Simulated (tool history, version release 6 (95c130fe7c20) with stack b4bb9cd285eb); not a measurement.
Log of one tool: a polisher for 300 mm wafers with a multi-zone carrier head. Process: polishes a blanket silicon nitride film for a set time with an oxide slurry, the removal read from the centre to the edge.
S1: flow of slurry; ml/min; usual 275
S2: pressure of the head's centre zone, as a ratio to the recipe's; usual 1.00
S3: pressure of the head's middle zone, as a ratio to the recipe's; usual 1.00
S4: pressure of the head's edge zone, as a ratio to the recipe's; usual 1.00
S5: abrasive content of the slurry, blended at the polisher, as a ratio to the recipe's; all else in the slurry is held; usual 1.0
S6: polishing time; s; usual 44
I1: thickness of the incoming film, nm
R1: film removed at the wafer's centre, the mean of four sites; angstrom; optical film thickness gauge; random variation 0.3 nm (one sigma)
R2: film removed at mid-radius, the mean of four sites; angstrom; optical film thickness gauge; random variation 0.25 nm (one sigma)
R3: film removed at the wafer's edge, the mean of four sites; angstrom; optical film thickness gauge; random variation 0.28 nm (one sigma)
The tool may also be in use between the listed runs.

Run 1, hour 0.0: usual settings but S1 300 ml/min; I1 625.8. Result: R1 273 angstrom, R2 284 angstrom, R3 286 angstrom.
Run 2, hour 14.7: usual settings but S1 300 ml/min; I1 617.3. Result: R1 277 angstrom, R2 280 angstrom, R3 280 angstrom.
Run 3, hour 31.5: usual settings; I1 628.7. Result: R1 278 angstrom, R2 276 angstrom, R3 284 angstrom.
Run 4, hour 40.9: usual settings; I1 630.1. Result: R1 272 angstrom, R2 270 angstrom, R3 279 angstrom.
Run 5, hour 57.8: usual settings but S3 1.08; I1 629.1. Result: R1 266 angstrom, R2 283 angstrom, R3 271 angstrom.
Run 6, hour 75.2: usual settings but S3 1.08; I1 627.9. Result: R1 259 angstrom, R2 278 angstrom, R3 262 angstrom.
Run 7, hour 85.5: usual settings; I1 633.1. Result: R1 258 angstrom, R2 257 angstrom, R3 261 angstrom.
At hour 98.6: worn pad replaced by a new one.
Run 8, hour 102.5: usual settings; I1 626.5. Result: R1 282 angstrom, R2 279 angstrom, R3 285 angstrom.
Run 9, hour 112.8: usual settings; I1 631.8. Result: R1 270 angstrom, R2 280 angstrom, R3 279 angstrom.
Run 10, hour 119.2: usual settings; I1 636.5. Result: R1 273 angstrom, R2 281 angstrom, R3 286 angstrom.
At hour 124.3: edge zone pressure recalibrated.
At hour 134.5: centre zone pressure recalibrated.
Run 11, hour 135.0: usual settings but S3 1.08; I1 629.7. Result: R1 269 angstrom, R2 293 angstrom, R3 276 angstrom.
Run 12, hour 143.7: usual settings but S5 1.2; I1 618.6. Result: R1 288 angstrom, R2 296 angstrom, R3 299 angstrom.
Run 13, hour 151.5: usual settings but S1 220 ml/min, S2 0.92, S4 0.90; I1 637.1. Result: R1 244 angstrom, R2 264 angstrom, R3 259 angstrom.
Run 14, hour 159.9: usual settings but S5 1.2, S6 57 s; I1 630.2. Result: R1 375 angstrom, R2 367 angstrom, R3 381 angstrom.
Run 15, hour 171.9: usual settings but S2 1.03, S5 1.3; I1 630.6. Result: R1 307 angstrom, R2 297 angstrom, R3 293 angstrom.
Run 16, hour 183.0: usual settings but S4 1.05, S6 30 s; I1 632.9. Result: R1 176 angstrom, R2 174 angstrom, R3 185 angstrom.
At hour 189.2: slurry nozzle cleaned.
At hour 196.2: carrier head's membrane replaced by a new one.
Run 17, hour 196.7: usual settings but S1 185 ml/min, S2 0.92, S3 0.90, S4 1.04; I1 632.5. Result: R1 222 angstrom, R2 221 angstrom, R3 250 angstrom.
At hour 206.3: worn pad replaced by a new one.
Run 18, hour 206.8: usual settings but S2 1.03, S3 0.95, S5 1.1, S6 35 s; I1 625.1. Result: R1 233 angstrom, R2 221 angstrom, R3 233 angstrom.
Run 19, hour 223.8: usual settings but S3 1.08; I1 625.6. Result: R1 274 angstrom, R2 293 angstrom, R3 277 angstrom.
Run 20, hour 236.9: usual settings but S3 1.08; I1 628.3. Result: R1 275 angstrom, R2 290 angstrom, R3 280 angstrom.
Run 21, hour 244.5: usual settings but S6 34 s; I1 635.5. Result: R1 206 angstrom, R2 210 angstrom, R3 212 angstrom.
Run 22, hour 283.9: usual settings but S2 1.04, S6 55 s; I1 619.5. Result: R1 339 angstrom, R2 326 angstrom, R3 324 angstrom.

4 ways to go on from here, each from the tool as it stands after run 22. What would each give?
Run A, hour 284.3: usual settings but S4 1.07; I1 643.0. Result: R1 ?, R2 ?, R3 ?.
Run B, hour 284.3: usual settings but S1 305 ml/min, S2 0.91, S3 1.06; I1 643.0. Result: R1 ?, R2 ?, R3 ?.
Run C, hour 284.3: usual settings but S2 1.04, S4 0.93; I1 643.0. Result: R1 ?, R2 ?, R3 ?.
Run D, hour 284.3: usual settings but S6 37 s; I1 643.0. Result: R1 ?, R2 ?, R3 ?.

run   R1   R2   R3
  A  256  261  267
  B  236  276  261
  C  267  261  252
  D  215  220  218
Without the tool's hidden state the same runs would have given:
run   R1   R2   R3
  A  276  282  288
  B  254  297  282
  C  287  282  271
  D  232  237  235
